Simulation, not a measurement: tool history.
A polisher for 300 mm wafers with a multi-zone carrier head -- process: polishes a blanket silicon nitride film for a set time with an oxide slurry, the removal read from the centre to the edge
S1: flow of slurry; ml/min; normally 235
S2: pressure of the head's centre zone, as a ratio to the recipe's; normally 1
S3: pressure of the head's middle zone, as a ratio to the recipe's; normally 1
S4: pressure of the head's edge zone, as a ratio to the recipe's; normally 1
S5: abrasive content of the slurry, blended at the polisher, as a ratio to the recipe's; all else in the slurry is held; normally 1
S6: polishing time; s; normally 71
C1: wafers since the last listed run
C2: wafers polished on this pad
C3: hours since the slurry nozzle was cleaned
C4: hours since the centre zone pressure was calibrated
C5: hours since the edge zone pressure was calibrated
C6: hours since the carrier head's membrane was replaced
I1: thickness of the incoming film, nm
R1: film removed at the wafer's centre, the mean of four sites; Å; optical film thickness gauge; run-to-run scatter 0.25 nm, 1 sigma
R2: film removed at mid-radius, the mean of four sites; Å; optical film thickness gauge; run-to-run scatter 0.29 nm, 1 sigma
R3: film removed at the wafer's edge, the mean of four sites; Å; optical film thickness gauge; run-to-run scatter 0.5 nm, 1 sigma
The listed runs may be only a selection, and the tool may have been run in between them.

| run | hour | S1 | S2 | S3 | S4 | S5 | S6 | C1 | C2 | C3 | C4 | C5 | C6 | I1 | R1 | R2 | R3 |
|---|---|---|---|---|---|---|---|---|---|---|---|---|---|---|---|---|---|
| 1 | 0 | 235 | 1 | 0.91 | 1 | 1.05 | 71 | 0 | 4383 | 586.2 | 431 | 739.4 | 1201.1 | 541.5 | 335 | 309 | 329 |
|  | 34.1 | slurry nozzle cleaned |
|  | 83.6 | worn pad replaced by a new one |
| 2 | 101 | 235 | 1.07 | 1 | 1 | 1 | 71 | 801 | 145 | 66.9 | 532 | 840.4 | 1302.1 | 537.5 | 377 | 347 | 345 |
| 3 | 194.1 | 235 | 1 | 1 | 1 | 1 | 71 | 777 | 922 | 160 | 625.1 | 933.5 | 1395.2 | 545.8 | 339 | 336 | 339 |
| 4 | 254.7 | 235 | 1 | 1 | 1 | 0.85 | 71 | 505 | 1428 | 220.6 | 685.7 | 994.1 | 1455.8 | 540.9 | 294 | 289 | 285 |
| 5 | 324.9 | 235 | 1 | 1 | 1 | 1 | 71 | 586 | 2015 | 290.8 | 755.9 | 1064.3 | 1526 | 542.4 | 331 | 323 | 327 |
| 6 | 371.3 | 235 | 1 | 1 | 0.93 | 1 | 47 | 387 | 2402 | 337.2 | 802.3 | 1110.7 | 1572.4 | 540.6 | 218 | 212 | 205 |
|  | 403.3 | edge zone pressure recalibrated |
| 7 | 461.1 | 205 | 1 | 1 | 1 | 1 | 71 | 733 | 3135 | 427 | 892.1 | 57.8 | 1662.2 | 531.5 | 319 | 314 | 310 |
| 8 | 508.7 | 235 | 1 | 0.93 | 1.07 | 1 | 71 | 397 | 3533 | 474.6 | 939.7 | 105.4 | 1709.8 | 539.7 | 319 | 301 | 333 |
|  | 542.7 | centre zone pressure recalibrated |
| 9 | 581.2 | 235 | 1 | 1 | 1 | 1.15 | 71 | 588 | 4121 | 547.1 | 38.5 | 177.9 | 1782.3 | 532 | 353 | 348 | 344 |
|  | 622 | worn pad replaced by a new one |
|  | 636.9 | slurry nozzle cleaned |
| 10 | 654.6 | 235 | 1 | 1 | 1.06 | 1 | 71 | 571 | 263 | 17.7 | 111.9 | 251.3 | 1855.7 | 538.9 | 350 | 350 | 362 |
| 11 | 751.5 | 235 | 1 | 1 | 0.9 | 0.85 | 48 | 809 | 1072 | 114.6 | 208.8 | 348.2 | 1952.6 | 543.1 | 200 | 201 | 188 |
| 12 | 797 | 235 | 0.89 | 1.04 | 1 | 0.9 | 93 | 379 | 1452 | 160.1 | 254.3 | 393.7 | 1998.1 | 543.4 | 361 | 412 | 400 |
| 13 | 835.6 | 235 | 0.93 | 1 | 0.95 | 1 | 71 | 322 | 1774 | 198.7 | 292.9 | 432.3 | 2036.7 | 534.4 | 312 | 332 | 315 |
|  | 874.4 | carrier head's membrane replaced by a new one |
| 14 | 891.2 | 235 | 1 | 1.05 | 1 | 0.9 | 71 | 422 | 2197 | 254.3 | 348.5 | 487.9 | 16.8 | 539.7 | 301 | 312 | 298 |
| 15 | 1017.2 | 235 | 0.94 | 1 | 1 | 1 | 79 | 1052 | 3249 | 380.3 | 474.5 | 613.9 | 142.8 | 541.8 | 337 | 358 | 352 |
| 16 | 1073.4 | 235 | 1 | 1 | 0.94 | 1 | 62 | 469 | 3718 | 436.5 | 530.7 | 670.1 | 199 | 537.4 | 279 | 278 | 272 |
| 17 | 1148.9 | 310 | 0.88 | 1 | 1 | 1 | 71 | 630 | 4349 | 512 | 606.2 | 745.6 | 274.5 | 550 | 294 | 329 | 327 |
|  | 1156.5 | worn pad replaced by a new one |
|  | 1250.6 | slurry nozzle cleaned |
| 18 | 1253.9 | 235 | 1.06 | 1 | 1 | 1.15 | 71 | 834 | 804 | 3.3 | 711.2 | 850.6 | 379.5 | 541.7 | 392 | 360 | 367 |
| 19 | 1326.1 | 280 | 0.95 | 1 | 1.05 | 1 | 93 | 602 | 1407 | 75.5 | 783.4 | 922.8 | 451.7 | 539.4 | 423 | 435 | 458 |
| 20 | 1387.1 | 205 | 1 | 1 | 1.05 | 1 | 71 | 509 | 1917 | 136.5 | 844.4 | 983.8 | 512.7 | 550.1 | 321 | 318 | 324 |

What does the tool deliver on the next run?
| 21 | 1461.2 | 195 | 1 | 1 | 1 | 1 | 71 | 618 | 2535 | 210.6 | 918.5 | 1057.9 | 586.8 | 530.1 | ? | ? | ? |

Run 21 gave R1 315 Å, R2 307 Å, R3 314 Å.
Take away the tool's hidden state, keep the run-to-run variation as it was, and the same run would have given R1 344 Å, R2 336 Å, R3 343 Å.
